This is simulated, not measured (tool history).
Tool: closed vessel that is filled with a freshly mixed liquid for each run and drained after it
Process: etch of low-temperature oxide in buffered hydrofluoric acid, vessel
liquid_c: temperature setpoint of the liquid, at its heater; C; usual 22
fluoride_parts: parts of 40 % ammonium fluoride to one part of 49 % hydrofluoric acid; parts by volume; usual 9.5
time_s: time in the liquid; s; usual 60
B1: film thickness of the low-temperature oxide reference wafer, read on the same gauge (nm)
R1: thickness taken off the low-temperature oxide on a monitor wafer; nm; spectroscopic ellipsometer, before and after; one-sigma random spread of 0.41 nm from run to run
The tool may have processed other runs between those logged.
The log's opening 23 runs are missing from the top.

Run 24, hour 262.5: usual settings but liquid_c 17 C, fluoride_parts 8.5 parts by volume, time_s 90 s; B1 79.98. Result: R1 164.83 nm.
Run 25, hour 275: usual settings but fluoride_parts 13 parts by volume, time_s 75 s; B1 79.98. Result: R1 123.89 nm.
Run 26, hour 288.7: usual settings but liquid_c 18 C, fluoride_parts 6 parts by volume, time_s 95 s; B1 79.99. Result: R1 259.79 nm.
Run 27, hour 304.2: usual settings; B1 79.98. Result: R1 132.02 nm.
Run 28, hour 317.2: usual settings but liquid_c 24 C; B1 79.99. Result: R1 147.4 nm.
Run 29, hour 324.5: usual settings but fluoride_parts 6 parts by volume; B1 80.02. Result: R1 205.19 nm.
Run 30, hour 332.2: usual settings; B1 80.01. Result: R1 132.13 nm.
Run 31, hour 344.8: usual settings; B1 80.01. Result: R1 131.72 nm.
Run 32, hour 353.3: usual settings but liquid_c 19.5 C, time_s 45 s; B1 79.99. Result: R1 86.53 nm.

Consider 4 possible next runs. They are alternatives, not a sequence: every one starts from the tool as it was left by run 32. What does each give?
Run A, hour 354: usual settings but time_s 50 s; B1 ?. Result: R1 ?.
Run B, hour 354: usual settings but liquid_c 19.5 C, fluoride_parts 7.5 parts by volume, time_s 35 s; B1 ?. Result: R1 ?.
Run C, hour 354: usual settings but liquid_c 20 C; B1 ?. Result: R1 ?.
Run D, hour 354: usual settings but fluoride_parts 11.5 parts by volume, time_s 85 s; B1 ?. Result: R1 ?.

run     B1      R1
  A  80.02  109.47
  B  80.02   84.03
  C  80.02  117.51
  D  80.02  157.23
With the hidden condition removed and each run's random variation left untouched, the same runs would have given:
run      R1
  A   111.3
  B   85.46
  C   119.5
  D  159.86
